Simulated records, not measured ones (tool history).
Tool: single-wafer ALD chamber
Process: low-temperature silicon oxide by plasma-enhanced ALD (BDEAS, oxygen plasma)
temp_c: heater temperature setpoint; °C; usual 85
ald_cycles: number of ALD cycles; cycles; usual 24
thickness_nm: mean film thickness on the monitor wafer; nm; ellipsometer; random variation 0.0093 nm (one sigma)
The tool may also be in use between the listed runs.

run,hour,temp_c,ald_cycles,"read-back reference wafer on the same gauge, thickness_nm",thickness_nm
1,0,85,28,4.31,4.394
2,17.6,97,24,4.305,3.567
3,29.7,97,24,4.311,3.588
4,38.9,85,24,4.312,3.758
5,55.2,85,24,4.312,3.743
6,64.5,85,24,4.31,3.759
7,87.5,78,24,4.314,3.862
8,100.5,78,24,4.303,3.876
9,108.2,85,22,4.309,3.447
10,126.1,85,24,4.312,3.761
11,135.3,85,24,4.31,3.77
12,153.1,85,24,4.316,3.766
13,170.7,85,24,4.309,3.774
14,193.2,85,24,4.304,3.774
15,201.6,85,24,4.308,3.748
16,210.8,85,24,4.311,3.782
17,219.8,85,21,4.305,3.313
18,226.5,85,20,4.311,3.134
19,243,73,24,4.31,3.931
20,257.7,73,24,4.308,3.954
21,264.6,73,24,4.314,3.944
22,279,85,24,4.314,3.781
23,287.7,85,24,4.312,3.756
24,300.5,72,19,4.309,3.144
25,314.6,85,19,4.31,3.003
# hour 323.7: thermocouple changed; heater temperature recalibrated
26,327.4,85,26,4.312,4.008
27,339.7,74,24,4.308,3.856
28,348.5,99,21,4.308,3.06
29,361.2,85,24,4.311,3.716
30,378.1,74,29,4.311,4.666
31,392.7,76,22,4.311,3.51
32,406,96,22,4.311,3.246
33,420.2,73,28,4.311,4.538
34,434.2,71,27,4.31,4.396
# hour 437.4: gauge calibrated
35,445,75,20,4.31,3.217
36,453.8,93,27,4.31,4.045
37,469.7,77,26,4.31,4.161
38,478.1,85,24,4.31,3.719
39,530.4,85,24,4.31,3.71
40,545.9,79,25,4.305,3.992
41,573.5,85,27,4.307,4.188
42,590.6,72,24,4.31,3.905
43,605,81,24,4.311,3.796
44,616.8,75,24,4.311,3.871
45,625.7,89,19,4.31,2.897

What the log doesn't show, run by run:
gauge reads high (%): 0 in every run
H1: wafer temperature above the value expected at the setpoint (K)
run,H1
1,-3.42
2,-3.52
3,-3.58
4,-3.63
5,-3.71
6,-3.76
7,-3.88
8,-3.95
9,-3.99
10,-4.08
11,-4.13
12,-4.22
13,-4.31
14,-4.43
15,-4.48
16,-4.52
17,-4.57
18,-4.61
19,-4.69
20,-4.77
21,-4.8
22,-4.88
23,-4.93
24,-4.99
25,-5.07
26,-0.103
27,-0.167
28,-0.213
29,-0.279
30,-0.367
31,-0.444
32,-0.513
33,-0.587
34,-0.66
35,-0.716
36,-0.762
37,-0.845
38,-0.889
39,-1.16
40,-1.24
41,-1.39
42,-1.48
43,-1.55
44,-1.61
45,-1.66
